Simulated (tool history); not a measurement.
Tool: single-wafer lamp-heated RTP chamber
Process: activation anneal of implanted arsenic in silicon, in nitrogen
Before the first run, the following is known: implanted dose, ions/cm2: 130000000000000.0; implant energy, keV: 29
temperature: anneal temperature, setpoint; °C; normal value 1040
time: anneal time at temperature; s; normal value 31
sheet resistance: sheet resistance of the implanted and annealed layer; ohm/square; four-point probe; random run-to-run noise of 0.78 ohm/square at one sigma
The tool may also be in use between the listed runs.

run,day,temperature,time,wafers since the last listed run,wafers since the last pyrometer calibration,wafers since the reflector plate was cleaned,hours since the gauge calibration,"read-back reference wafer on the same gauge, sheet resistance",sheet resistance
1,0,1040,31,0,220,1464,2105.2,599.51,520.29
2,2.304,1040,35,697,917,2162,2160.5,600.16,517.49
3,4.021,1040,35,519,1436,2681,2201.7,600.06,517.25
4,5.708,1040,31,510,1947,3192,2242.2,600.29,517.9
5,8.608,1040,31,877,2824,4069,2311.8,599.81,517.99
6,11.438,1030,20,856,3681,4925,2379.7,599.94,521.98
# day 11.996: reflector plate cleaned
7,14.408,1030,20,798,4479,730,2451,600.27,522.45
# day 16.754: pyrometer window cleaned and pyrometer calibrated
8,17.133,1030,20,723,115,1453,2516.4,599.84,524.14
9,19.012,1040,31,568,683,2022,2561.5,599.78,520.21
10,20.538,1040,31,461,1145,2484,2598.1,600.07,518.69
# day 22.5: gauge calibrated
11,23.171,1040,31,796,1942,3280,16.1,599.38,518.69
12,25.325,1040,20,651,2594,3932,67.8,599.38,523.26
13,27.271,1040,20,588,3182,4521,114.5,600.28,522.19
14,28.621,1040,20,408,3591,4930,146.9,599.62,522.69
15,30.5,1059,22,568,4159,5498,192,600.01,518.1
16,33.383,1051,23,872,5032,6371,261.2,600.25,517.72
# day 33.821: reflector plate cleaned
17,35.238,1067,12,460,5492,429,305.7,599.9,520.23
# day 36.633: pyrometer window cleaned and pyrometer calibrated
18,37.55,1015,23,598,277,1028,361.2,599.69,524.55
19,39.05,1040,14,453,731,1481,397.2,599.98,522.51
20,40.392,1040,22,405,1137,1887,429.4,599.63,520.81
21,42.775,1040,31,721,1858,2609,486.6,599.65,518.4
22,50.85,1040,31,2443,4302,5052,680.4,600.26,519.1
# day 51.354: reflector plate cleaned
23,51.883,1030,14,211,4513,160,705.2,600.06,523.35
24,54.567,1040,15,811,5325,972,769.6,599.98,523.28
25,55.588,1028,39,308,5634,1281,794.1,599.49,518.31

What will run 26 give?
# day 57.617: pyrometer window cleaned and pyrometer calibrated
26,58.175,1040,47,682,168,1963,856.2,?,?

read-back reference wafer on the same gauge, sheet resistance: 599.85
sheet resistance: 515.19 ohm/square
Take away the tool's hidden state, keep the run-to-run variation as it was, and the same run would have given sheet resistance 515.19 ohm/square.

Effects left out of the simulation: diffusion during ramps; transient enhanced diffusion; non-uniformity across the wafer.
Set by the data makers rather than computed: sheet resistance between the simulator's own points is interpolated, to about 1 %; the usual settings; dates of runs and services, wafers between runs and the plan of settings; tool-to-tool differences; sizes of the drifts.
